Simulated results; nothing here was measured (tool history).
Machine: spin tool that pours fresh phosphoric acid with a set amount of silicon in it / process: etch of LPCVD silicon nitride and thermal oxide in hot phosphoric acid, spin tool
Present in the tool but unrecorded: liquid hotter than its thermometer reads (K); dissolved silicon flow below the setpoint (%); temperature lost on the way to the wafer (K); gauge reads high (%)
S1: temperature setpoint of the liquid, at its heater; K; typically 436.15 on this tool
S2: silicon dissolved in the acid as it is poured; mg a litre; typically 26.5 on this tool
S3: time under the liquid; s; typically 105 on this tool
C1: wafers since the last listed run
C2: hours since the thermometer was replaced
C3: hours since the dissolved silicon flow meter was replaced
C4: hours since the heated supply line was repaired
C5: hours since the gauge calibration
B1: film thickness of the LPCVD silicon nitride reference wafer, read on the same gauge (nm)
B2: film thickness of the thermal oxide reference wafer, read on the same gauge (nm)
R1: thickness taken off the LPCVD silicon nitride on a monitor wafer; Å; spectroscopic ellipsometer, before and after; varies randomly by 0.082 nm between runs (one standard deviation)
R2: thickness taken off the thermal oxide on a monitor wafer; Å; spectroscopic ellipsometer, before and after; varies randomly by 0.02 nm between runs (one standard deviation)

run 1 day=0 | S1=436.15 S2=26.5 S3=130 | C1=0 C2=946 C3=1880.5 C4=1337.6 C5=885.8 | B1=140 B2=99.993 | R1=141.4 R2=2.05
run 2 day=1.046 | S1=436.15 S2=26.5 S3=130 | C1=278 C2=971.1 C3=1905.6 C4=1362.7 C5=910.9 | B1=139.99 B2=99.991 | R1=142.9 R2=2.12
run 3 day=1.846 | S1=436.15 S2=26.5 S3=105 | C1=213 C2=990.3 C3=1924.8 C4=1381.9 C5=930.1 | B1=139.99 B2=99.934 | R1=115.9 R2=1.86
run 4 day=2.392 | S1=436.15 S2=26.5 S3=105 | C1=145 C2=1003.4 C3=1937.9 C4=1395 C5=943.2 | B1=140 B2=99.967 | R1=114.9 R2=1.76
-- day=2.867 gauge calibrated
-- day=3.504 dissolved silicon flow meter replaced
run 5 day=3.858 | S1=436.15 S2=26.5 S3=105 | C1=379 C2=1038.6 C3=8.5 C4=1430.2 C5=23.8 | B1=140 B2=99.976 | R1=113.8 R2=1.59
run 6 day=5.171 | S1=437.15 S2=42 S3=105 | C1=349 C2=1070.1 C3=40 C4=1461.7 C5=55.3 | B1=140.01 B2=99.994 | R1=117.1 R2=0.99
-- day=6.504 heated supply line repaired
run 7 day=7.496 | S1=436.15 S2=33 S3=60 | C1=607 C2=1125.9 C3=95.8 C4=23.8 C5=111.1 | B1=139.99 B2=100.013 | R1=65.3 R2=0.94
run 8 day=8.421 | S1=436.15 S2=44.5 S3=105 | C1=246 C2=1148.1 C3=118 C4=46 C5=133.3 | B1=140 B2=99.991 | R1=116 R2=0.67
run 9 day=9.004 | S1=436.15 S2=26.5 S3=105 | C1=155 C2=1162.1 C3=132 C4=60 C5=147.3 | B1=140.01 B2=100.028 | R1=116 R2=2.01
run 10 day=9.596 | S1=436.15 S2=44.5 S3=105 | C1=157 C2=1176.3 C3=146.2 C4=74.2 C5=161.5 | B1=139.99 B2=99.98 | R1=115.1 R2=0.74
run 11 day=10.962 | S1=436.15 S2=26.5 S3=45 | C1=363 C2=1209.1 C3=179 C4=107 C5=194.3 | B1=139.99 B2=99.98 | R1=49.6 R2=1.07
run 12 day=11.708 | S1=437.65 S2=11 S3=130 | C1=198 C2=1227 C3=196.9 C4=124.9 C5=212.2 | B1=139.98 B2=100.015 | R1=149.9 R2=4.38
run 13 day=12.283 | S1=434.65 S2=45 S3=155 | C1=153 C2=1240.8 C3=210.7 C4=138.7 C5=226 | B1=139.99 B2=100.029 | R1=163.1 R2=1
run 14 day=13.162 | S1=433.65 S2=9.5 S3=170 | C1=234 C2=1261.9 C3=231.8 C4=159.8 C5=247.1 | B1=140.01 B2=100.005 | R1=174 R2=4.55
-- day=13.217 thermometer replaced
run 15 day=13.975 | S1=436.15 S2=18 S3=45 | C1=205 C2=18.2 C3=251.3 C4=179.3 C5=266.6 | B1=140 B2=99.988 | R1=52.2 R2=1.33
run 16 day=15.046 | S1=434.15 S2=12 S3=60 | C1=285 C2=43.9 C3=277 C4=205 C5=292.3 | B1=140.01 B2=100.042 | R1=65.9 R2=1.61
-- day=17.938 thermometer replaced, repeated, since the last time left the tool worse
run 17 day=18.462 | S1=436.15 S2=26.5 S3=165 | C1=898 C2=12.6 C3=359 C4=287 C5=374.3 | B1=140 B2=100 | R1=171.8 R2=2.71
run 18 day=19.771 | S1=434.65 S2=14.5 S3=165 | C1=348 C2=44 C3=390.4 C4=318.4 C5=405.7 | B1=140 B2=99.975 | R1=162.6 R2=3.3
run 19 day=20.458 | S1=437.15 S2=20 S3=60 | C1=183 C2=60.5 C3=406.9 C4=334.9 C5=422.2 | B1=139.99 B2=99.967 | R1=65.6 R2=1.15
run 20 day=21.729 | S1=436.15 S2=26.5 S3=105 | C1=338 C2=91 C3=437.4 C4=365.4 C5=452.7 | B1=140.02 B2=100.021 | R1=109.9 R2=1.85
run 21 day=22.517 | S1=436.15 S2=36.5 S3=105 | C1=209 C2=109.9 C3=456.3 C4=384.3 C5=471.6 | B1=140.01 B2=100.025 | R1=110.4 R2=1.09
run 22 day=23.779 | S1=438.15 S2=8.5 S3=60 | C1=336 C2=140.2 C3=486.6 C4=414.6 C5=501.9 | B1=140 B2=99.949 | R1=66.9 R2=2.37

4 options for the next run, each taken on its own from the tool as it stands now. Forecast them:
run A day=23.796 | S1=433.65 S2=26.5 S3=105 | C1=4 C2=140.6 C3=487 C4=415 C5=502.3 | B1=? B2=? | R1=? R2=?
run B day=23.796 | S1=438.15 S2=26.5 S3=105 | C1=4 C2=140.6 C3=487 C4=415 C5=502.3 | B1=? B2=? | R1=? R2=?
run C day=23.796 | S1=436.15 S2=12.5 S3=105 | C1=4 C2=140.6 C3=487 C4=415 C5=502.3 | B1=? B2=? | R1=? R2=?
run D day=23.796 | S1=435.15 S2=17.5 S3=45 | C1=4 C2=140.6 C3=487 C4=415 C5=502.3 | B1=? B2=? | R1=? R2=?

run=A B1=140 B2=100.022 R1=100.3 R2=1.54
run=B B1=140 B2=100.022 R1=116.4 R2=2.14
run=C B1=140 B2=100.022 R1=109 R2=2.76
run=D B1=140 B2=100.022 R1=45.2 R2=0.97
With the hidden condition removed and each run's random variation left untouched, the same runs would have given:
run=A R1=99.4 R2=1.51
run=B R1=115.4 R2=2.1
run=C R1=108 R2=2.71
run=D R1=44.8 R2=0.95
